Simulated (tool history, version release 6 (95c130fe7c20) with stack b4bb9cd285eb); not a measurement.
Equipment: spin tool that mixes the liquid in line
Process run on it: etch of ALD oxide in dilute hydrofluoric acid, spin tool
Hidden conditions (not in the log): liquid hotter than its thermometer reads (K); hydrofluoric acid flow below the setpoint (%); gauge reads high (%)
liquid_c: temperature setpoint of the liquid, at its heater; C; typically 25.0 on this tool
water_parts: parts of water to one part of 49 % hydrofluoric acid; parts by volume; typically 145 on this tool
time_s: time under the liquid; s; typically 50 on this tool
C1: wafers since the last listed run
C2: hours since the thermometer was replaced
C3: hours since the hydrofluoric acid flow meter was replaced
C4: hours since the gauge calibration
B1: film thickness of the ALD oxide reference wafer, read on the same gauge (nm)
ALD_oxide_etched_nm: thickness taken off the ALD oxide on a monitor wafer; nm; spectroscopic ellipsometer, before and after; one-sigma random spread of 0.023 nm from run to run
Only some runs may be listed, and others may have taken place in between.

{"run": 1, "hour": 0.0, "liquid_c": 25.0, "water_parts": 115, "time_s": 60, "C1": 0, "C2": 824.5, "C3": 1021.7, "C4": 135.8, "B1": 60.04, "ALD_oxide_etched_nm": 7.78}
{"run": 2, "hour": 35.8, "liquid_c": 25.0, "water_parts": 145, "time_s": 50, "C1": 645, "C2": 860.3, "C3": 1057.5, "C4": 171.6, "B1": 59.98, "ALD_oxide_etched_nm": 4.95}
{"run": 3, "hour": 49.4, "liquid_c": 25.0, "water_parts": 145, "time_s": 50, "C1": 245, "C2": 873.9, "C3": 1071.1, "C4": 185.2, "B1": 60.07, "ALD_oxide_etched_nm": 4.97}
{"run": 4, "hour": 82.5, "liquid_c": 25.0, "water_parts": 145, "time_s": 50, "C1": 597, "C2": 907.0, "C3": 1104.2, "C4": 218.3, "B1": 60.03, "ALD_oxide_etched_nm": 4.99}
{"run": 5, "hour": 161.0, "liquid_c": 25.0, "water_parts": 145, "time_s": 50, "C1": 1416, "C2": 985.5, "C3": 1182.7, "C4": 296.8, "B1": 59.99, "ALD_oxide_etched_nm": 4.95}
{"run": 6, "hour": 187.6, "liquid_c": 25.0, "water_parts": 145, "time_s": 50, "C1": 479, "C2": 1012.1, "C3": 1209.3, "C4": 323.4, "B1": 60.05, "ALD_oxide_etched_nm": 4.98}
{"hour": 206.5, "done": "hydrofluoric acid flow meter replaced"}
{"run": 7, "hour": 216.9, "liquid_c": 25.0, "water_parts": 190, "time_s": 50, "C1": 510, "C2": 1041.4, "C3": 10.4, "C4": 352.7, "B1": 60.05, "ALD_oxide_etched_nm": 3.61}
{"run": 8, "hour": 245.5, "liquid_c": 23.0, "water_parts": 95, "time_s": 40, "C1": 515, "C2": 1070.0, "C3": 39.0, "C4": 381.3, "B1": 60.0, "ALD_oxide_etched_nm": 5.93}
{"run": 9, "hour": 264.9, "liquid_c": 23.0, "water_parts": 125, "time_s": 80, "C1": 350, "C2": 1089.4, "C3": 58.4, "C4": 400.7, "B1": 60.02, "ALD_oxide_etched_nm": 8.7}
{"hour": 290.4, "done": "gauge calibrated"}
{"run": 10, "hour": 296.7, "liquid_c": 25.0, "water_parts": 145, "time_s": 25, "C1": 573, "C2": 1121.2, "C3": 90.2, "C4": 6.3, "B1": 60.02, "ALD_oxide_etched_nm": 2.5}
{"run": 11, "hour": 310.7, "liquid_c": 25.0, "water_parts": 175, "time_s": 40, "C1": 252, "C2": 1135.2, "C3": 104.2, "C4": 20.3, "B1": 59.96, "ALD_oxide_etched_nm": 3.18}
{"hour": 321.1, "done": "thermometer replaced"}
{"run": 12, "hour": 329.3, "liquid_c": 25.0, "water_parts": 145, "time_s": 50, "C1": 317, "C2": 8.2, "C3": 122.8, "C4": 38.9, "B1": 59.97, "ALD_oxide_etched_nm": 4.94}
{"run": 13, "hour": 356.7, "liquid_c": 25.0, "water_parts": 145, "time_s": 50, "C1": 494, "C2": 35.6, "C3": 150.2, "C4": 66.3, "B1": 59.98, "ALD_oxide_etched_nm": 4.94}
{"run": 14, "hour": 386.7, "liquid_c": 20.5, "water_parts": 145, "time_s": 25, "C1": 541, "C2": 65.6, "C3": 180.2, "C4": 96.3, "B1": 59.99, "ALD_oxide_etched_nm": 2.09}
{"run": 15, "hour": 407.5, "liquid_c": 25.0, "water_parts": 145, "time_s": 50, "C1": 375, "C2": 86.4, "C3": 201.0, "C4": 117.1, "B1": 60.01, "ALD_oxide_etched_nm": 4.96}

State the hidden condition of the tool at each of the runs:
liquid hotter than its thermometer reads (K): 0 at every run
hydrofluoric acid flow below the setpoint (%): 0 at every run
gauge reads high (%): 0 at every run
